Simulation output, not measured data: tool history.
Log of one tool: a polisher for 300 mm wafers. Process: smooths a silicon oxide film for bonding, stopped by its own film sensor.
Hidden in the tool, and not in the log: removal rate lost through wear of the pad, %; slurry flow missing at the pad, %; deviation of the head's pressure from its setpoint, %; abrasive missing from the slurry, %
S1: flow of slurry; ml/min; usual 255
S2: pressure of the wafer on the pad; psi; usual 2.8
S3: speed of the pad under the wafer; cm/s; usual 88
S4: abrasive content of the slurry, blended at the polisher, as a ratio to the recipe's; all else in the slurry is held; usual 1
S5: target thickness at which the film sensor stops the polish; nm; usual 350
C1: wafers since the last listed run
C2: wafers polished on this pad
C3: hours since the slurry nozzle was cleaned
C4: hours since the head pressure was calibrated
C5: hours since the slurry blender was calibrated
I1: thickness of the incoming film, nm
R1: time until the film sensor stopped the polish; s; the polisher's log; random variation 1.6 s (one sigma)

run     day   S1   S2   S3   S4   S5   C1   C2     C3      C4     C5     I1     R1
  1       0  255  3.4   88    1  350    0  419  270.8   805.4  211.7  419.4   71.4
      0.283  -- slurry blender recalibrated
  2   0.354  255  3.4   88    1  350   51  471  279.3   813.9    1.7  419.9   68.7
  3    0.75  255  2.8   88    1  350   75  547  288.8   823.4   11.2  422.5   88.3
  4   1.225  255  2.8   88    1  350   91  638  300.2   834.8   22.6  415.2   77.8
  5   1.717  255  2.8  100    1  350   94  732    312   846.6   34.4  419.1   72.6
  6   2.004  255  2.8  100    1  350   55  788  318.9   853.5   41.3  419.9   77.1
  7   2.546  255  2.8   88    1  350  103  891  331.9   866.5   54.3  422.9   85.2
      2.846  -- worn pad replaced by a new one
  8   2.862  255  2.8   88    1  350   28    2  339.5   874.1   61.9  419.9   81.9
  9   3.117  255  2.8   88    1  350   48   51  345.6   880.2     68  414.6   73.8
 10   3.538  255  2.8   88    1  350   80  132  355.7   890.3   78.1    421   82.9
 11   4.038  255  2.8   88    1  350   95  228  367.7   902.3   90.1  421.3   85.7
 12   4.367  255  2.8   88    1  345   63  291  375.6   910.2     98  425.7   97.8
 13   4.821  255  2.8   88    1  345   87  378  386.5   921.1  108.9  421.4     91
 14   5.146  255  2.8   66    1  368   62  440  394.3   928.9  116.7  419.1   73.7
 15   5.642  255  3.5   88    1  350   95  535  406.2   940.8  128.6  419.4   66.3
 16   6.262  200  2.8  116    1  350  119  654  421.1   955.7  143.5  414.4   65.8
 17   6.871  255  2.5   80    1  368  116  771  435.7   970.3  158.1  414.2   68.7
 18   7.421  255  2.8   88    1  350  105  876  448.9   983.5  171.3  419.7   88.7
      7.854  -- slurry nozzle cleaned
      7.892  -- worn pad replaced by a new one
 19    8.15  255  2.8  112    1  350  124   49    7.1    1001  188.8    418   73.6
 20   8.742  255  2.8  100    1  350  113  163   21.3  1015.2    203  419.6   80.3
 21   9.358  255  2.8  100    1  337  118  281   36.1    1030  217.8  424.6  107.9
 22   9.625  255  2.1  114  0.9  350   51  332   42.5  1036.4  224.2  414.7  100.3
      9.712  -- head pressure recalibrated
      9.983  -- slurry blender recalibrated
 23  10.196  255  2.8   88    1  350   77  410   56.2    11.6    5.1  415.7   77.3

Forecast run 24:
 24  10.933  255  2.8  88   1  327  141  551  73.9  29.3  22.8  424.7   ?

R1: 116.9 s
Without the tool's hidden state the same run would have given R1 115 s.

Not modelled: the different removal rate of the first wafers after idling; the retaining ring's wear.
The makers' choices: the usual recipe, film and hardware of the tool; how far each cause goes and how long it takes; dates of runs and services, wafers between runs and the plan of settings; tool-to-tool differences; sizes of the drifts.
